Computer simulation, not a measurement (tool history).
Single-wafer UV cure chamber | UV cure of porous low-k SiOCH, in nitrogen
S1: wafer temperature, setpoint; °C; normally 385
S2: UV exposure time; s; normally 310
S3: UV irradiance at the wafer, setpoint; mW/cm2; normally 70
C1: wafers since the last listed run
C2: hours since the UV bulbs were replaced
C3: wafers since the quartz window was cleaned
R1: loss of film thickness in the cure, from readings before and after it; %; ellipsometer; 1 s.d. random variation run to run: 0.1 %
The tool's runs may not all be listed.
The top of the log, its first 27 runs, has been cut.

run,hour,S1,S2,S3,C1,C2,C3,R1
# hour 1470.9: UV bulbs replaced
28,1545.7,377,185,70,798,74.8,1282,8.817
29,1613.2,385,310,70,326,142.3,1609,10.916
30,1657.4,393,475,95,213,186.5,1823,14.092
# hour 1686: quartz window cleaned
31,1709.7,385,310,70,214,238.8,114,11.449
32,1760,397,415,70,243,289.1,358,13.001
33,1807.7,385,310,70,230,336.8,589,11.473
34,1845.5,368,430,70,183,374.6,772,12.544
35,1904.4,385,310,70,285,433.5,1057,11.012

Alternative continuations, all from the tool just after run 35; predict every row:
A,1904.9,385,310,103,2,434,1059,?
B,1904.9,385,310,91,2,434,1059,?
C,1904.9,376,400,58,2,434,1059,?

run,R1
A,12.816
B,12.248
C,11.202
With no hidden state in the tool, these same runs would have given:
run,R1
A,13.692
B,13.114
C,12.049
